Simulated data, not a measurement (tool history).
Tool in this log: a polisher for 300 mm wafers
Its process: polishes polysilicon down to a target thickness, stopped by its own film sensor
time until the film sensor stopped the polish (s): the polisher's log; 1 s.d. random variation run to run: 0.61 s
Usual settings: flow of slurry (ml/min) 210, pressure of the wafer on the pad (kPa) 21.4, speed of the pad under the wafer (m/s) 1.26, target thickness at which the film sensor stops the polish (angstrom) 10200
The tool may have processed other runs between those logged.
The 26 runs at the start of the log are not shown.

run	hour	flow of slurry (ml/min)	pressure of the wafer on the pad (kPa)	speed of the pad under the wafer (m/s)	target thickness at which the film sensor stops the polish (angstrom)	wafers since the last listed run	wafers polished on this pad	hours since the slurry nozzle was cleaned	hours since the head pressure was calibrated	incoming thickness of the incoming film, nm	time until the film sensor stopped the polish (s)
# hour 2439.1: head pressure recalibrated
27	2529.2	210	21.4	1.38	10200	1677	1992	535.6	90.1	1597.3	46.3
28	2629.3	165	21.4	1.26	10200	1264	3256	635.7	190.2	1620.6	57
29	2700	210	21.4	1.66	10200	892	4149	706.4	260.9	1620.9	41.5
# hour 2709.6: slurry nozzle cleaned
30	2782.5	260	26.2	0.96	10200	1029	5178	72.9	343.4	1624.9	55.4
31	2840.7	210	21.4	1.26	10200	735	5913	131.1	401.6	1580.4	50.6
# hour 2914.5: worn pad replaced by a new one
32	2921.2	210	21.4	1.26	9460	966	84	211.6	482.1	1609.8	59.2
33	2968.7	210	23.4	1.14	12200	599	684	259.1	529.6	1593.5	32.8
34	3031.8	210	21.4	0.84	12140	796	1481	322.2	592.7	1607.1	51.8
35	3117.5	210	21.4	1.26	10200	1082	2563	407.9	678.4	1597.9	50.9

Each row is a separate what-if for the run after 35, all from the same tool condition, not one after another. Results?
A	3117.9	160	21.4	1.26	10200	5	2568	408.3	678.8	1605.8	?
B	3117.9	210	23.4	0.84	10800	5	2568	408.3	678.8	1605.8	?
C	3117.9	210	28.3	0.88	9370	5	2568	408.3	678.8	1605.8	?

run	time until the film sensor stopped the polish (s)
A	54.6
B	62.9
C	63.5
Take away the tool's hidden state, keep each run's random variation, and the runs would have read:
run	time until the film sensor stopped the polish (s)
A	54.6
B	62.9
C	63.5

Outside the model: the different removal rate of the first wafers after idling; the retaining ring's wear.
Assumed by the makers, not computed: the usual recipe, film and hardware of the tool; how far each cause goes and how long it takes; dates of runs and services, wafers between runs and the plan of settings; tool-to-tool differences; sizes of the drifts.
